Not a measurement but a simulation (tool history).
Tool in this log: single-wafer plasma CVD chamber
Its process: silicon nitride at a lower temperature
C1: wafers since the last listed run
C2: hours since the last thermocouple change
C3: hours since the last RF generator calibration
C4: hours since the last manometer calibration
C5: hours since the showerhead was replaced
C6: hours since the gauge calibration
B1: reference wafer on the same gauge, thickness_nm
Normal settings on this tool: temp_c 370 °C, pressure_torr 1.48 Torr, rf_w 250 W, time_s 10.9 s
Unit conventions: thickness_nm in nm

run 1 hour=0.0 | temp_c=370 pressure_torr=1.48 rf_w=250 time_s=10.9 | C1=0 C2=2251.8 C3=904.9 C4=2218.1 C5=3112.1 C6=20.5 | B1=9.189 | thickness_nm=10.438
run 2 hour=13.8 | temp_c=370 pressure_torr=1.48 rf_w=250 time_s=10.9 | C1=314 C2=2265.6 C3=918.7 C4=2231.9 C5=3125.9 C6=34.3 | B1=9.215 | thickness_nm=10.472
run 3 hour=22.0 | temp_c=370 pressure_torr=1.48 rf_w=250 time_s=10.9 | C1=186 C2=2273.8 C3=926.9 C4=2240.1 C5=3134.1 C6=42.5 | B1=9.196 | thickness_nm=10.545
run 4 hour=33.2 | temp_c=374 pressure_torr=1.48 rf_w=215 time_s=10.9 | C1=255 C2=2285.0 C3=938.1 C4=2251.3 C5=3145.3 C6=53.7 | B1=9.201 | thickness_nm=9.182
run 5 hour=50.8 | temp_c=374 pressure_torr=1.48 rf_w=215 time_s=10.9 | C1=400 C2=2302.6 C3=955.7 C4=2268.9 C5=3162.9 C6=71.3 | B1=9.208 | thickness_nm=9.260
run 6 hour=58.8 | temp_c=374 pressure_torr=1.48 rf_w=215 time_s=10.9 | C1=182 C2=2310.6 C3=963.7 C4=2276.9 C5=3170.9 C6=79.3 | B1=9.199 | thickness_nm=9.220
run 7 hour=68.7 | temp_c=370 pressure_torr=1.48 rf_w=250 time_s=12.4 | C1=225 C2=2320.5 C3=973.6 C4=2286.8 C5=3180.8 C6=89.2 | B1=9.195 | thickness_nm=11.911
run 8 hour=85.6 | temp_c=370 pressure_torr=1.48 rf_w=250 time_s=12.4 | C1=384 C2=2337.4 C3=990.5 C4=2303.7 C5=3197.7 C6=106.1 | B1=9.204 | thickness_nm=11.871
-- hour=97.5 thermocouple changed; heater temperature recalibrated
run 9 hour=99.9 | temp_c=370 pressure_torr=1.48 rf_w=250 time_s=10.9 | C1=143 C2=2.4 C3=1004.8 C4=2318.0 C5=3212.0 C6=120.4 | B1=9.196 | thickness_nm=10.433
run 10 hour=108.8 | temp_c=370 pressure_torr=1.48 rf_w=250 time_s=10.9 | C1=202 C2=11.3 C3=1013.7 C4=2326.9 C5=3220.9 C6=129.3 | B1=9.206 | thickness_nm=10.369
-- hour=124.6 showerhead replaced
run 11 hour=125.1 | temp_c=370 pressure_torr=1.48 rf_w=285 time_s=10.9 | C1=189 C2=27.6 C3=1030.0 C4=2343.2 C5=0.5 C6=145.6 | B1=9.207 | thickness_nm=11.489
run 12 hour=131.6 | temp_c=384 pressure_torr=1.35 rf_w=250 time_s=12.2 | C1=148 C2=34.1 C3=1036.5 C4=2349.7 C5=7.0 C6=152.1 | B1=9.205 | thickness_nm=11.162
-- hour=141.3 capacitance manometer re-zeroed and calibrated
run 13 hour=141.8 | temp_c=379 pressure_torr=1.48 rf_w=250 time_s=10.9 | C1=50 C2=44.3 C3=1046.7 C4=0.5 C5=17.2 C6=162.3 | B1=9.200 | thickness_nm=10.374
run 14 hour=153.0 | temp_c=361 pressure_torr=1.48 rf_w=215 time_s=11.7 | C1=255 C2=55.5 C3=1057.9 C4=11.7 C5=28.4 C6=173.5 | B1=9.211 | thickness_nm=9.801
run 15 hour=164.8 | temp_c=370 pressure_torr=1.48 rf_w=250 time_s=10.9 | C1=268 C2=67.3 C3=1069.7 C4=23.5 C5=40.2 C6=185.3 | B1=9.211 | thickness_nm=10.285
run 16 hour=175.0 | temp_c=356 pressure_torr=1.48 rf_w=210 time_s=10.9 | C1=232 C2=77.5 C3=1079.9 C4=33.7 C5=50.4 C6=195.5 | B1=9.199 | thickness_nm=9.013
-- hour=190.6 RF generator calibrated
-- hour=200.9 gauge calibrated
run 17 hour=218.3 | temp_c=355 pressure_torr=1.12 rf_w=270 time_s=10.9 | C1=804 C2=120.8 C3=27.7 C4=77.0 C5=93.7 C6=17.4 | B1=9.195 | thickness_nm=10.544
run 18 hour=230.3 | temp_c=356 pressure_torr=1.48 rf_w=210 time_s=10.9 | C1=273 C2=132.8 C3=39.7 C4=89.0 C5=105.7 C6=29.4 | B1=9.187 | thickness_nm=9.564

Predict the results of run 19:
run 19 hour=237.6 | temp_c=370 pressure_torr=1.48 rf_w=250 time_s=10.9 | C1=166 C2=140.1 C3=47.0 C4=96.3 C5=113.0 C6=36.7 | B1=? | thickness_nm=?

{"run 19": {"B1": 9.198, "thickness_nm": 11.005}}
Take away the tool's hidden state, keep the run-to-run variation as it was, and the same run would have given thickness_nm 11.157 nm.

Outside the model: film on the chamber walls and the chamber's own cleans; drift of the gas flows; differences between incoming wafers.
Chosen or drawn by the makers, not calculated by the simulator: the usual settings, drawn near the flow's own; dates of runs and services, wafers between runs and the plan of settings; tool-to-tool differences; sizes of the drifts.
